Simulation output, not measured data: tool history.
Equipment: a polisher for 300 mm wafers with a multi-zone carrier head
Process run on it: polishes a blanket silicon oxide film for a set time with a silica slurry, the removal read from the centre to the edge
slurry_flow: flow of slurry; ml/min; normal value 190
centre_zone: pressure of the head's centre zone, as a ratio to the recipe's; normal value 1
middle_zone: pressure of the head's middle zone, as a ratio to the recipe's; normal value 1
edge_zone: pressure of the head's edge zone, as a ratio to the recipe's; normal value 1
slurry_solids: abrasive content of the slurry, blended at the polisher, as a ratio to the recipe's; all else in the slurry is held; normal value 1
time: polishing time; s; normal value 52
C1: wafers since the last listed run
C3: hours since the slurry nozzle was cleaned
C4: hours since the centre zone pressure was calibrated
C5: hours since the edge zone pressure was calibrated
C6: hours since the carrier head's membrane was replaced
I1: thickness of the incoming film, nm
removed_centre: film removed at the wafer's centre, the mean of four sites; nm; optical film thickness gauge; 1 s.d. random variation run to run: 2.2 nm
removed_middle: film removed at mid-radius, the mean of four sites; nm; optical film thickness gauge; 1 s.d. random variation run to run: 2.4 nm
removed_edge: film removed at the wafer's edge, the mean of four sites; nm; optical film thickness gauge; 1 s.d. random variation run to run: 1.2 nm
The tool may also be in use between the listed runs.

run 1 hour=0 | slurry_flow=190 centre_zone=1 middle_zone=1 edge_zone=1 slurry_solids=1 time=52 | C1=0 wafers_polished_on_this_pad=431 C3=23.2 C4=217.4 C5=204.9 C6=1380.9 | I1=1523.9 | removed_centre=167.4 removed_middle=169.8 removed_edge=175.4
run 2 hour=20.6 | slurry_flow=190 centre_zone=1 middle_zone=1 edge_zone=1 slurry_solids=1 time=52 | C1=228 wafers_polished_on_this_pad=659 C3=43.8 C4=238 C5=225.5 C6=1401.5 | I1=1532.8 | removed_centre=164.5 removed_middle=163.8 removed_edge=175.5
run 3 hour=52.7 | slurry_flow=190 centre_zone=1 middle_zone=1 edge_zone=1 slurry_solids=1 time=61 | C1=355 wafers_polished_on_this_pad=1015 C3=75.9 C4=270.1 C5=257.6 C6=1433.6 | I1=1500.7 | removed_centre=193.1 removed_middle=199.1 removed_edge=205
run 4 hour=72.7 | slurry_flow=190 centre_zone=1 middle_zone=1 edge_zone=1 slurry_solids=1 time=52 | C1=221 wafers_polished_on_this_pad=1236 C3=95.9 C4=290.1 C5=277.6 C6=1453.6 | I1=1494.1 | removed_centre=164.6 removed_middle=167.7 removed_edge=174.9
-- hour=106.9 worn pad replaced by a new one
run 5 hour=107.9 | slurry_flow=190 centre_zone=1 middle_zone=1 edge_zone=1 slurry_solids=1 time=52 | C1=345 wafers_polished_on_this_pad=11 C3=131.1 C4=325.3 C5=312.8 C6=1488.8 | I1=1531.8 | removed_centre=167.5 removed_middle=167.5 removed_edge=173.9
run 6 hour=129.9 | slurry_flow=190 centre_zone=1 middle_zone=1.12 edge_zone=1 slurry_solids=0.75 time=52 | C1=243 wafers_polished_on_this_pad=255 C3=153.1 C4=347.3 C5=334.8 C6=1510.8 | I1=1508.1 | removed_centre=142.4 removed_middle=154.9 removed_edge=150.3
-- hour=147.7 edge zone pressure recalibrated
run 7 hour=162.6 | slurry_flow=190 centre_zone=1 middle_zone=1 edge_zone=1 slurry_solids=0.85 time=52 | C1=339 wafers_polished_on_this_pad=595 C3=185.8 C4=380 C5=14.9 C6=1543.5 | I1=1494 | removed_centre=154.7 removed_middle=154.2 removed_edge=161.3
run 8 hour=180.9 | slurry_flow=190 centre_zone=1 middle_zone=1 edge_zone=1 slurry_solids=1 time=52 | C1=202 wafers_polished_on_this_pad=797 C3=204.1 C4=398.3 C5=33.2 C6=1561.8 | I1=1497.1 | removed_centre=163.6 removed_middle=162.7 removed_edge=174.7
run 9 hour=202.8 | slurry_flow=145 centre_zone=1 middle_zone=1 edge_zone=1 slurry_solids=1.15 time=52 | C1=242 wafers_polished_on_this_pad=1040 C3=226 C4=420.2 C5=55.1 C6=1583.7 | I1=1522.8 | removed_centre=169.2 removed_middle=167.9 removed_edge=180.3
run 10 hour=235.9 | slurry_flow=190 centre_zone=1 middle_zone=1 edge_zone=1 slurry_solids=1 time=52 | C1=366 wafers_polished_on_this_pad=1406 C3=259.1 C4=453.3 C5=88.2 C6=1616.8 | I1=1498.6 | removed_centre=161.7 removed_middle=168.7 removed_edge=176
-- hour=243.3 carrier head's membrane replaced by a new one
-- hour=272.3 centre zone pressure recalibrated
run 11 hour=272.8 | slurry_flow=215 centre_zone=1 middle_zone=0.94 edge_zone=1 slurry_solids=1 time=52 | C1=331 wafers_polished_on_this_pad=1737 C3=296 C4=0.5 C5=125.1 C6=29.5 | I1=1517.9 | removed_centre=167.9 removed_middle=159.2 removed_edge=176.1
-- hour=283.4 worn pad replaced by a new one
run 12 hour=292.6 | slurry_flow=190 centre_zone=0.96 middle_zone=1 edge_zone=1.03 slurry_solids=1 time=52 | C1=174 wafers_polished_on_this_pad=101 C3=315.8 C4=20.3 C5=144.9 C6=49.3 | I1=1513.6 | removed_centre=163 removed_middle=166.7 removed_edge=178.9
run 13 hour=306.1 | slurry_flow=190 centre_zone=1.04 middle_zone=1 edge_zone=1.09 slurry_solids=1 time=40 | C1=149 wafers_polished_on_this_pad=251 C3=329.3 C4=33.8 C5=158.4 C6=62.8 | I1=1523.7 | removed_centre=136.1 removed_middle=128.3 removed_edge=142.4
run 14 hour=318.4 | slurry_flow=190 centre_zone=1 middle_zone=1 edge_zone=1.04 slurry_solids=1 time=52 | C1=136 wafers_polished_on_this_pad=387 C3=341.6 C4=46.1 C5=170.7 C6=75.1 | I1=1511.2 | removed_centre=168 removed_middle=169 removed_edge=178.3
run 15 hour=330.6 | slurry_flow=190 centre_zone=1 middle_zone=1.11 edge_zone=0.96 slurry_solids=1.1 time=52 | C1=135 wafers_polished_on_this_pad=522 C3=353.8 C4=58.3 C5=182.9 C6=87.3 | I1=1503.8 | removed_centre=176.4 removed_middle=190.2 removed_edge=176.8
run 16 hour=355.2 | slurry_flow=220 centre_zone=1.08 middle_zone=1 edge_zone=1.05 slurry_solids=1 time=36 | C1=272 wafers_polished_on_this_pad=794 C3=378.4 C4=82.9 C5=207.5 C6=111.9 | I1=1517.8 | removed_centre=131.5 removed_middle=117 removed_edge=126.3
run 17 hour=379.8 | slurry_flow=230 centre_zone=0.91 middle_zone=1 edge_zone=1 slurry_solids=1 time=52 | C1=272 wafers_polished_on_this_pad=1067 C3=403 C4=107.5 C5=232.1 C6=136.5 | I1=1531.2 | removed_centre=156.5 removed_middle=174 removed_edge=177.9
run 18 hour=412.1 | slurry_flow=190 centre_zone=1 middle_zone=0.88 edge_zone=1 slurry_solids=1 time=52 | C1=357 wafers_polished_on_this_pad=1424 C3=435.3 C4=139.8 C5=264.4 C6=168.8 | I1=1537.8 | removed_centre=164.2 removed_middle=152.4 removed_edge=175.1
-- hour=430.8 worn pad replaced by a new one
run 19 hour=447.7 | slurry_flow=190 centre_zone=1 middle_zone=1 edge_zone=1 slurry_solids=1 time=52 | C1=349 wafers_polished_on_this_pad=186 C3=470.9 C4=175.4 C5=300 C6=204.4 | I1=1517.2 | removed_centre=173.6 removed_middle=164.1 removed_edge=173.9
run 20 hour=466.8 | slurry_flow=190 centre_zone=0.96 middle_zone=1 edge_zone=1.03 slurry_solids=1 time=52 | C1=211 wafers_polished_on_this_pad=398 C3=490 C4=194.5 C5=319.1 C6=223.5 | I1=1529.3 | removed_centre=159.8 removed_middle=164.3 removed_edge=176.8
run 21 hour=484.6 | slurry_flow=190 centre_zone=1.11 middle_zone=1 edge_zone=1 slurry_solids=1.15 time=52 | C1=197 wafers_polished_on_this_pad=595 C3=507.8 C4=212.3 C5=336.9 C6=241.3 | I1=1503.6 | removed_centre=199.7 removed_middle=173.8 removed_edge=187.5
run 22 hour=497.5 | slurry_flow=190 centre_zone=1 middle_zone=1 edge_zone=1 slurry_solids=1 time=52 | C1=142 wafers_polished_on_this_pad=738 C3=520.7 C4=225.2 C5=349.8 C6=254.2 | I1=1515 | removed_centre=167.5 removed_middle=161.2 removed_edge=173.2

Consider 3 possible next runs. They are alternatives, not a sequence: every one starts from the tool as it was left by run 22. What does each give?
run A hour=497.9 | slurry_flow=190 centre_zone=1 middle_zone=1 edge_zone=1 slurry_solids=1 time=52 | C1=4 wafers_polished_on_this_pad=742 C3=521.1 C4=225.6 C5=350.2 C6=254.6 | I1=1512.5 | removed_centre=? removed_middle=? removed_edge=?
run B hour=497.9 | slurry_flow=190 centre_zone=1 middle_zone=1 edge_zone=1 slurry_solids=0.9 time=67 | C1=4 wafers_polished_on_this_pad=742 C3=521.1 C4=225.6 C5=350.2 C6=254.6 | I1=1512.5 | removed_centre=? removed_middle=? removed_edge=?
run C hour=497.9 | slurry_flow=135 centre_zone=1 middle_zone=1 edge_zone=1 slurry_solids=1 time=44 | C1=4 wafers_polished_on_this_pad=742 C3=521.1 C4=225.6 C5=350.2 C6=254.6 | I1=1512.5 | removed_centre=? removed_middle=? removed_edge=?

run=A removed_centre=164.3 removed_middle=162.7 removed_edge=175.5
run=B removed_centre=201.2 removed_middle=199.2 removed_edge=214.9
run=C removed_centre=130.8 removed_middle=130.3 removed_edge=142.8
Stripped of hidden state, with their random variation kept, the same runs would have yielded:
run=A removed_centre=166.2 removed_middle=162.7 removed_edge=175.5
run=B removed_centre=203.5 removed_middle=199.2 removed_edge=214.9
run=C removed_centre=132.2 removed_middle=130.3 removed_edge=142.8
